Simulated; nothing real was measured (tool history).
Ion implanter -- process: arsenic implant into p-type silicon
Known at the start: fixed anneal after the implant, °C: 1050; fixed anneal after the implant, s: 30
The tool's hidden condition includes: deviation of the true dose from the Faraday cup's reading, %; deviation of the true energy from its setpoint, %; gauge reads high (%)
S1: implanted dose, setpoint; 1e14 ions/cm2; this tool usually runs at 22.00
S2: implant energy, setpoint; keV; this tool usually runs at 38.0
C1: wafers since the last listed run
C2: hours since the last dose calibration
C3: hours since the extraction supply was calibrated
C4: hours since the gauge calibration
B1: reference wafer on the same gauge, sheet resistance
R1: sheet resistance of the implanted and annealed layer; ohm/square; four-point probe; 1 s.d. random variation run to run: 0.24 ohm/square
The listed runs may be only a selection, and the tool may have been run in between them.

run	day	S1	S2	C1	C2	C3	C4	B1	R1
1	0.000	22.00	46.5	0	985.0	3709.6	967.8	50.22	58.72
2	3.196	22.00	38.0	1517	1061.7	3786.3	1044.5	50.23	61.50
3	4.212	22.00	38.0	482	1086.1	3810.7	1068.9	50.21	61.46
4	5.158	22.00	38.0	449	1108.8	3833.4	1091.6	50.20	61.28
5	5.942	24.34	38.0	371	1127.6	3852.2	1110.4	50.24	58.87
6	7.379	24.34	38.0	682	1162.1	3886.7	1144.9	50.31	58.27
7	7.962	24.86	38.0	276	1176.1	3900.7	1158.9	50.20	58.07
8	9.338	24.86	38.0	652	1209.1	3933.7	1191.9	50.15	58.36
9	10.788	24.86	38.0	688	1243.9	3968.5	1226.7	50.18	58.03
10	11.900	26.71	38.0	528	1270.6	3995.2	1253.4	50.20	56.16
11	12.621	26.71	38.0	342	1287.9	4012.5	1270.7	50.24	56.55
12	13.329	26.71	38.0	336	1304.9	4029.5	1287.7	50.22	56.36
13	14.192	22.00	38.0	409	1325.6	4050.2	1308.4	50.19	61.62
14	14.733	22.00	38.0	257	1338.6	4063.2	1321.4	50.11	61.59
# day 15.408: gauge calibrated
15	15.467	24.86	38.0	348	1356.2	4080.8	1.4	50.19	58.14
# day 16.800: Faraday cup replaced and dose calibrated
16	17.862	19.80	43.0	979	25.5	4138.3	58.9	50.23	65.34
17	18.733	28.43	29.5	413	46.4	4159.2	79.8	50.20	58.60
18	20.092	18.51	50.5	645	79.0	4191.8	112.4	50.19	66.01
19	20.625	24.83	31.5	253	91.8	4204.6	125.2	50.31	61.56
20	21.525	23.82	26.5	427	113.4	4226.2	146.8	50.28	64.04
21	22.404	22.00	33.5	417	134.5	4247.3	167.9	50.31	64.42
22	23.454	22.00	31.5	498	159.7	4272.5	193.1	50.19	65.14
23	24.533	22.00	38.0	512	185.6	4298.4	219.0	50.17	62.89
# day 25.017: Faraday cup replaced and dose calibrated, repeated, since the last time left the tool worse
24	25.938	22.00	38.0	508	22.1	4332.1	252.7	50.20	60.48
# day 26.875: extraction supply calibrated
25	26.896	22.00	38.0	296	45.1	0.5	275.7	50.20	60.96
26	27.646	23.88	42.5	356	63.1	18.5	293.7	50.26	56.58
27	28.412	22.00	38.0	364	81.5	36.9	312.1	50.22	61.12
28	32.512	22.00	38.0	1946	179.9	135.3	410.5	50.24	60.60
29	33.296	24.28	38.0	371	198.7	154.1	429.3	50.15	58.06
30	34.250	27.58	28.0	453	221.6	177.0	452.2	50.16	58.34
31	35.271	22.00	47.5	484	246.1	201.5	476.7	50.26	57.98
32	36.400	26.74	50.5	536	273.2	228.6	503.8	50.18	52.07
33	37.012	28.24	31.5	290	287.9	243.3	518.5	50.21	56.84
34	37.700	28.51	50.5	326	304.4	259.8	535.0	50.15	50.41
35	41.388	22.00	38.0	1751	392.9	348.3	623.5	50.27	60.88
36	42.225	15.77	38.0	397	413.0	368.4	643.6	50.19	73.32
37	43.238	22.00	34.5	480	437.3	392.7	667.9	50.17	61.91

Each row is a separate what-if for the run after 37, all from the same tool condition, not one after another. Results?
A	43.254	22.00	49.0	7	437.7	393.1	668.3	?	?
B	43.254	24.24	31.0	7	437.7	393.1	668.3	?	?
C	43.254	27.59	44.0	7	437.7	393.1	668.3	?	?
D	43.254	27.21	50.5	7	437.7	393.1	668.3	?	?

run	B1	R1
A	50.22	57.48
B	50.22	60.68
C	50.22	52.85
D	50.22	51.27
With no hidden state in the tool, these same runs would have given:
run	R1
A	57.30
B	60.53
C	52.72
D	51.14
